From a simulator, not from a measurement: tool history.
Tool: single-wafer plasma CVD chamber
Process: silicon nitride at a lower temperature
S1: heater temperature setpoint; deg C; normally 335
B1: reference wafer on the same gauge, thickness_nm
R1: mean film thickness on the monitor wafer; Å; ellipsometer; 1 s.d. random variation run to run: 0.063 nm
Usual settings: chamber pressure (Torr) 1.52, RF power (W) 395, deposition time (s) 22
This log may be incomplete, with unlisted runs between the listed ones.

run 1 hour=0 | S1=335 chamber_pressure_(Torr)=1.52 RF_power_(W)=395 deposition_time_(s)=22 | B1=26.167 | R1=295.31
run 2 hour=25.3 | S1=335 chamber_pressure_(Torr)=1.32 RF_power_(W)=395 deposition_time_(s)=23.4 | B1=26.181 | R1=299.86
run 3 hour=51.2 | S1=335 chamber_pressure_(Torr)=1.32 RF_power_(W)=395 deposition_time_(s)=23.4 | B1=26.21 | R1=299.23
run 4 hour=69 | S1=335 chamber_pressure_(Torr)=1.74 RF_power_(W)=360 deposition_time_(s)=22 | B1=26.203 | R1=277.42
run 5 hour=97.3 | S1=335 chamber_pressure_(Torr)=1.74 RF_power_(W)=360 deposition_time_(s)=22 | B1=26.2 | R1=276.53
run 6 hour=116.8 | S1=335 chamber_pressure_(Torr)=1.74 RF_power_(W)=360 deposition_time_(s)=22 | B1=26.205 | R1=277.91
run 7 hour=142.9 | S1=335 chamber_pressure_(Torr)=1.52 RF_power_(W)=395 deposition_time_(s)=22 | B1=26.19 | R1=294.83
run 8 hour=157.5 | S1=335 chamber_pressure_(Torr)=1.52 RF_power_(W)=395 deposition_time_(s)=22 | B1=26.227 | R1=293.03
run 9 hour=188.8 | S1=329 chamber_pressure_(Torr)=1.52 RF_power_(W)=395 deposition_time_(s)=22 | B1=26.182 | R1=295.75
-- hour=213.5 RF generator calibrated
run 10 hour=218.5 | S1=322 chamber_pressure_(Torr)=1.52 RF_power_(W)=325 deposition_time_(s)=25.5 | B1=26.197 | R1=275.43
run 11 hour=239.6 | S1=335 chamber_pressure_(Torr)=1.52 RF_power_(W)=395 deposition_time_(s)=17.8 | B1=26.207 | R1=237.58
run 12 hour=259.5 | S1=335 chamber_pressure_(Torr)=1.52 RF_power_(W)=395 deposition_time_(s)=18.7 | B1=26.192 | R1=249.45
-- hour=270.7 gauge calibrated
-- hour=283.6 capacitance manometer re-zeroed and calibrated
run 13 hour=293.2 | S1=347 chamber_pressure_(Torr)=1.73 RF_power_(W)=455 deposition_time_(s)=18.3 | B1=26.172 | R1=287.42
run 14 hour=316.1 | S1=335 chamber_pressure_(Torr)=1.79 RF_power_(W)=395 deposition_time_(s)=22 | B1=26.173 | R1=308.73
run 15 hour=334.3 | S1=331 chamber_pressure_(Torr)=1.52 RF_power_(W)=395 deposition_time_(s)=22 | B1=26.2 | R1=293.2
run 16 hour=359.1 | S1=335 chamber_pressure_(Torr)=1.24 RF_power_(W)=330 deposition_time_(s)=22 | B1=26.208 | R1=227.7
run 17 hour=388.2 | S1=339 chamber_pressure_(Torr)=1.8 RF_power_(W)=340 deposition_time_(s)=26.2 | B1=26.194 | R1=312.38
-- hour=417.2 thermocouple changed; heater temperature recalibrated
run 18 hour=437.7 | S1=335 chamber_pressure_(Torr)=1.63 RF_power_(W)=395 deposition_time_(s)=22 | B1=26.206 | R1=300.64
run 19 hour=455.6 | S1=335 chamber_pressure_(Torr)=1.32 RF_power_(W)=395 deposition_time_(s)=23.4 | B1=26.233 | R1=298.95
-- hour=468.2 showerhead replaced
run 20 hour=508.5 | S1=320 chamber_pressure_(Torr)=1.52 RF_power_(W)=395 deposition_time_(s)=22 | B1=26.22 | R1=294.74
run 21 hour=534 | S1=335 chamber_pressure_(Torr)=1.52 RF_power_(W)=395 deposition_time_(s)=22 | B1=26.173 | R1=294.22
run 22 hour=549.7 | S1=335 chamber_pressure_(Torr)=1.63 RF_power_(W)=395 deposition_time_(s)=22 | B1=26.199 | R1=301.66
run 23 hour=581.7 | S1=344 chamber_pressure_(Torr)=1.66 RF_power_(W)=455 deposition_time_(s)=18.7 | B1=26.179 | R1=290.99
run 24 hour=598.9 | S1=330 chamber_pressure_(Torr)=1.52 RF_power_(W)=395 deposition_time_(s)=22 | B1=26.233 | R1=293.76
run 25 hour=628.6 | S1=329 chamber_pressure_(Torr)=1.77 RF_power_(W)=395 deposition_time_(s)=22 | B1=26.21 | R1=308.62
run 26 hour=645.4 | S1=335 chamber_pressure_(Torr)=1.52 RF_power_(W)=395 deposition_time_(s)=22 | B1=26.193 | R1=294.98
run 27 hour=663.3 | S1=335 chamber_pressure_(Torr)=1.77 RF_power_(W)=440 deposition_time_(s)=22 | B1=26.185 | R1=339.1
run 28 hour=697.1 | S1=335 chamber_pressure_(Torr)=1.52 RF_power_(W)=395 deposition_time_(s)=22 | B1=26.176 | R1=293.98
run 29 hour=729.3 | S1=335 chamber_pressure_(Torr)=1.52 RF_power_(W)=395 deposition_time_(s)=22 | B1=26.209 | R1=294.7
run 30 hour=751.9 | S1=335 chamber_pressure_(Torr)=1.52 RF_power_(W)=465 deposition_time_(s)=22 | B1=26.194 | R1=339.37

Exercise: give the hidden state of the tool at every run:
wafer temperature above the value expected at the setpoint (K): 0 at every run
delivered RF power above the setpoint (%): 0 at every run
true pressure above the setpoint (%): 0 at every run
gauge reads high (%): 0 at every run
